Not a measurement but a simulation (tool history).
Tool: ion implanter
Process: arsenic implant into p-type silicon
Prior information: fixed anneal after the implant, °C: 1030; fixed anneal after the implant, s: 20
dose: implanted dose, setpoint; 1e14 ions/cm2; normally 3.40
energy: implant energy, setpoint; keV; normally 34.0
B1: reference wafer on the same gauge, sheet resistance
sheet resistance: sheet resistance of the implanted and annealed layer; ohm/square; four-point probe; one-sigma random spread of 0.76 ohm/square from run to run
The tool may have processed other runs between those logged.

{"run": 1, "hour": 0.0, "dose": 3.4, "energy": 30.0, "B1": 301.84, "sheet resistance": 258.39}
{"run": 2, "hour": 33.6, "dose": 3.4, "energy": 34.0, "B1": 301.81, "sheet resistance": 251.95}
{"run": 3, "hour": 63.3, "dose": 3.4, "energy": 34.0, "B1": 302.11, "sheet resistance": 252.13}
{"run": 4, "hour": 87.8, "dose": 3.4, "energy": 34.0, "B1": 301.92, "sheet resistance": 253.98}
{"run": 5, "hour": 106.0, "dose": 3.4, "energy": 29.5, "B1": 301.83, "sheet resistance": 258.45}
{"run": 6, "hour": 133.4, "dose": 3.4, "energy": 29.5, "B1": 301.68, "sheet resistance": 257.92}
{"run": 7, "hour": 167.6, "dose": 3.06, "energy": 34.0, "B1": 301.95, "sheet resistance": 272.17}
{"run": 8, "hour": 196.8, "dose": 3.4, "energy": 34.0, "B1": 302.2, "sheet resistance": 253.01}
{"run": 9, "hour": 212.9, "dose": 3.4, "energy": 34.0, "B1": 301.69, "sheet resistance": 251.01}
{"run": 10, "hour": 231.0, "dose": 3.4, "energy": 34.0, "B1": 302.05, "sheet resistance": 252.23}
{"hour": 241.2, "done": "gauge calibrated"}
{"run": 11, "hour": 263.6, "dose": 3.4, "energy": 34.0, "B1": 301.93, "sheet resistance": 251.56}
{"run": 12, "hour": 307.9, "dose": 3.01, "energy": 43.0, "B1": 301.77, "sheet resistance": 267.73}
{"hour": 343.2, "done": "extraction supply calibrated"}
{"run": 13, "hour": 343.7, "dose": 3.4, "energy": 34.0, "B1": 302.33, "sheet resistance": 252.61}
{"run": 14, "hour": 370.7, "dose": 2.48, "energy": 39.0, "B1": 301.92, "sheet resistance": 313.06}
{"run": 15, "hour": 386.1, "dose": 3.4, "energy": 34.0, "B1": 301.78, "sheet resistance": 251.34}
{"run": 16, "hour": 420.0, "dose": 3.08, "energy": 28.0, "B1": 301.87, "sheet resistance": 278.43}
{"hour": 448.1, "done": "Faraday cup replaced and dose calibrated"}
{"run": 17, "hour": 448.6, "dose": 3.4, "energy": 34.0, "B1": 302.46, "sheet resistance": 258.31}
{"run": 18, "hour": 462.4, "dose": 4.15, "energy": 29.5, "B1": 302.21, "sheet resistance": 225.03}
{"run": 19, "hour": 487.5, "dose": 3.4, "energy": 42.0, "B1": 302.23, "sheet resistance": 250.27}
{"run": 20, "hour": 507.5, "dose": 3.4, "energy": 34.0, "B1": 301.8, "sheet resistance": 258.0}
{"run": 21, "hour": 541.1, "dose": 3.88, "energy": 39.0, "B1": 301.46, "sheet resistance": 228.65}
{"run": 22, "hour": 559.4, "dose": 4.37, "energy": 44.5, "B1": 302.12, "sheet resistance": 204.92}
{"run": 23, "hour": 584.4, "dose": 2.82, "energy": 34.0, "B1": 301.63, "sheet resistance": 296.38}
{"run": 24, "hour": 610.5, "dose": 2.6, "energy": 29.5, "B1": 302.19, "sheet resistance": 320.73}
{"run": 25, "hour": 629.2, "dose": 2.49, "energy": 37.0, "B1": 301.45, "sheet resistance": 322.75}
{"run": 26, "hour": 665.1, "dose": 2.54, "energy": 29.5, "B1": 302.04, "sheet resistance": 325.33}

How would selected steps in sheet resistance from run to run divide? Give the signed amount a tool lacking its hidden state would still show from settings, what came in and random variation, and the signed amount left for the hidden state, including any gauge scatter that is not in both of the compared results.
Hidden conditions of the tool in this case: deviation of the true dose from the Faraday cup's reading, %; deviation of the true energy from its setpoint, %; gauge reads high (%).
Run 13 -> 14: dose 3.40 -> 2.48, energy 34.0 -> 39.0. sheet resistance +60.45 ohm/square: hidden state -1.45, all else +61.90.
Run 14 -> 15: dose 2.48 -> 3.40, energy 39.0 -> 34.0. sheet resistance -61.72 ohm/square: hidden state +1.28, all else -63.00.
Run 16 -> 17: dose 3.08 -> 3.40, energy 28.0 -> 34.0, Faraday cup replaced and dose calibrated. sheet resistance -20.12 ohm/square: hidden state +7.25, all else -27.37.
Run 22 -> 23: dose 4.37 -> 2.82, energy 44.5 -> 34.0. sheet resistance +91.46 ohm/square: hidden state -0.37, all else +91.83.

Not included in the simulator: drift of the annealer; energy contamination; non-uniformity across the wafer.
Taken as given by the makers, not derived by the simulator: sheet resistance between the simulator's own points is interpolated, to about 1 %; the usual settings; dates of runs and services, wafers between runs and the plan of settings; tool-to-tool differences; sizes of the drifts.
